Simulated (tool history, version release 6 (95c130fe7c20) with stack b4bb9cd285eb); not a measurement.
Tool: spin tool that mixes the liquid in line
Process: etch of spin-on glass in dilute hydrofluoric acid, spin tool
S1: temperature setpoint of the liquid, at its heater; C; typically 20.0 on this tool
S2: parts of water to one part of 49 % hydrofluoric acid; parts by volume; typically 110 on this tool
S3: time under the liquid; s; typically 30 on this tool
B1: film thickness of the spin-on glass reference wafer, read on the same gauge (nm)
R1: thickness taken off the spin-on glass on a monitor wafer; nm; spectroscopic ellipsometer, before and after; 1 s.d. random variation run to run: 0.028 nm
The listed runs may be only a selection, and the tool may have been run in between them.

| run | day | S1 | S2 | S3 | B1 | R1 |
|---|---|---|---|---|---|---|
| 1 | 0.000 | 20.0 | 140 | 30 | 30.028 | 4.586 |
| 2 | 2.046 | 20.0 | 140 | 30 | 30.047 | 4.578 |
| 3 | 5.000 | 20.0 | 110 | 30 | 29.979 | 6.136 |
| 4 | 6.767 | 20.0 | 110 | 30 | 29.988 | 6.138 |
| 5 | 9.633 | 20.0 | 110 | 30 | 30.027 | 6.123 |
| 6 | 11.042 | 20.0 | 145 | 30 | 30.036 | 4.485 |
| 7 | 12.458 | 20.0 | 145 | 30 | 29.980 | 4.470 |
| 8 | 15.183 | 20.0 | 145 | 30 | 29.974 | 4.525 |
|  | 20.208 | thermometer replaced |
| 9 | 22.354 | 20.0 | 110 | 30 | 30.007 | 5.941 |
| 10 | 29.021 | 20.0 | 110 | 30 | 30.021 | 6.046 |
| 11 | 31.329 | 20.0 | 110 | 30 | 30.016 | 6.018 |
|  | 31.954 | gauge calibrated |
| 12 | 33.388 | 20.0 | 110 | 30 | 29.989 | 6.102 |
| 13 | 35.779 | 17.0 | 110 | 30 | 30.038 | 5.398 |
| 14 | 38.000 | 18.5 | 110 | 20 | 30.003 | 3.813 |
| 15 | 40.038 | 22.0 | 110 | 30 | 30.000 | 6.611 |
| 16 | 41.642 | 20.0 | 110 | 30 | 29.966 | 6.050 |
| 17 | 43.892 | 23.5 | 110 | 30 | 29.967 | 7.048 |
| 18 | 45.662 | 20.0 | 110 | 30 | 29.931 | 6.087 |
| 19 | 47.283 | 18.5 | 150 | 30 | 30.018 | 4.102 |
|  | 47.967 | hydrofluoric acid flow meter replaced |
| 20 | 49.808 | 22.5 | 80 | 45 | 30.018 | 13.540 |
| 21 | 51.688 | 20.0 | 110 | 30 | 29.957 | 5.750 |
| 22 | 53.175 | 23.5 | 80 | 30 | 29.998 | 9.436 |
| 23 | 55.762 | 22.0 | 80 | 40 | 30.022 | 11.885 |
| 24 | 58.204 | 20.0 | 110 | 30 | 30.011 | 5.719 |
| 25 | 60.046 | 23.5 | 95 | 45 | 30.013 | 11.626 |
| 26 | 62.796 | 18.5 | 145 | 45 | 30.034 | 5.997 |
| 27 | 64.246 | 23.5 | 145 | 40 | 30.012 | 6.485 |

What if the next run were any one of these 4? Each begins from the tool's condition after run 27:
| A | 64.262 | 20.0 | 110 | 30 | ? | ? |
| B | 64.262 | 22.5 | 110 | 15 | ? | ? |
| C | 64.262 | 18.5 | 65 | 50 | ? | ? |
| D | 64.262 | 20.0 | 150 | 50 | ? | ? |

| run | B1 | R1 |
|---|---|---|
| A | 29.960 | 5.824 |
| B | 29.960 | 3.219 |
| C | 29.960 | 16.219 |
| D | 29.960 | 6.823 |
Take away the tool's hidden state, keep each run's random variation, and the runs would have read:
| run | R1 |
|---|---|
| A | 5.451 |
| B | 3.015 |
| C | 15.188 |
| D | 6.383 |
